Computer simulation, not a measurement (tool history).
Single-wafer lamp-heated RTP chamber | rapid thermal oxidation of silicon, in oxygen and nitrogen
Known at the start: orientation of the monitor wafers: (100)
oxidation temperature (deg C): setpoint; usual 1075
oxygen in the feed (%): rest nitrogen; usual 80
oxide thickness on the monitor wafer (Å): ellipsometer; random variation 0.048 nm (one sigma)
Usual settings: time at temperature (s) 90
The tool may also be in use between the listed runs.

run	hour	oxidation temperature (deg C)	time at temperature (s)	oxygen in the feed (%)	read-back reference wafer on the same gauge, thickness	oxide thickness on the monitor wafer (Å)
1	0.0	1075	90	80	9.316	115.43
2	58.8	1083	90	80	9.293	121.27
3	93.8	1096	90	80	9.283	132.94
4	129.8	1096	90	80	9.299	131.10
5	201.5	1096	90	80	9.304	133.02
# hour 244.3: pyrometer window cleaned and pyrometer calibrated
6	244.8	1075	90	80	9.293	115.00
7	270.8	1075	90	80	9.293	113.64
8	318.4	1055	90	80	9.296	99.70
9	352.5	1055	90	80	9.288	100.72
10	406.6	1055	90	80	9.293	101.06
11	478.4	1075	103	80	9.293	123.03
# hour 504.3: gauge calibrated
12	524.3	1075	103	80	9.301	123.67
13	565.5	1087	90	90	9.310	130.80
# hour 623.8: pyrometer window cleaned and pyrometer calibrated
14	624.3	1075	99	80	9.286	118.96
15	687.7	1075	90	80	9.290	114.13
# hour 727.1: oxygen flow controller replaced
16	745.3	1075	90	80	9.295	115.10
17	785.3	1075	90	80	9.307	114.53
18	842.1	1057	59	97	9.302	90.73
19	875.3	1052	107	92	9.300	112.82
20	916.9	1075	90	92	9.316	121.36
21	941.2	1075	90	80	9.298	115.16
22	1009.2	1075	90	80	9.285	116.25
# hour 1060.3: pyrometer window cleaned and pyrometer calibrated
23	1060.8	1075	90	56	9.308	101.25
24	1113.8	1055	90	80	9.289	100.76
25	1193.3	1096	67	98	9.280	122.83
26	1243.3	1075	90	80	9.286	115.60
27	1305.2	1085	90	55	9.304	107.60
28	1338.8	1094	90	58	9.316	117.20
29	1407.6	1075	76	98	9.300	116.64
30	1469.0	1075	90	98	9.316	125.15
# hour 1498.5: pyrometer window cleaned and pyrometer calibrated
31	1510.7	1075	90	98	9.297	123.86
32	1545.4	1075	105	68	9.298	116.21
33	1615.1	1048	54	80	9.300	76.83
34	1680.3	1101	90	94	9.301	144.83
35	1718.5	1075	90	80	9.285	115.80
36	1761.4	1075	90	80	9.295	116.25
37	1819.6	1075	71	80	9.288	103.42

Measured less the same run without the tool's hidden state. The same run-to-run variation is in both; the gauge's scatter may not be:
The hidden state here: true wafer temperature minus pyrometer reading, K; deviation of the oxygen flow from its setpoint, %; gauge reads high (%).
run	oxide thickness on the monitor wafer (Å)
1	+0.92
2	+1.26
3	+1.54
4	+1.71
5	+2.13
6	+0.13
7	+0.26
8	+0.45
9	+0.61
10	+0.85
11	+1.38
12	+1.63
13	+1.91
14	+0.07
15	+0.38
16	+0.68
17	+0.87
18	+0.94
19	+1.35
20	+1.61
21	+1.65
22	+2.00
23	+0.23
24	+0.47
25	+0.94
26	+1.17
27	+1.35
28	+1.60
29	+2.00
30	+2.47
31	+0.17
32	+0.33
33	+0.47
34	+1.20
35	+1.19
36	+1.42
37	+1.52

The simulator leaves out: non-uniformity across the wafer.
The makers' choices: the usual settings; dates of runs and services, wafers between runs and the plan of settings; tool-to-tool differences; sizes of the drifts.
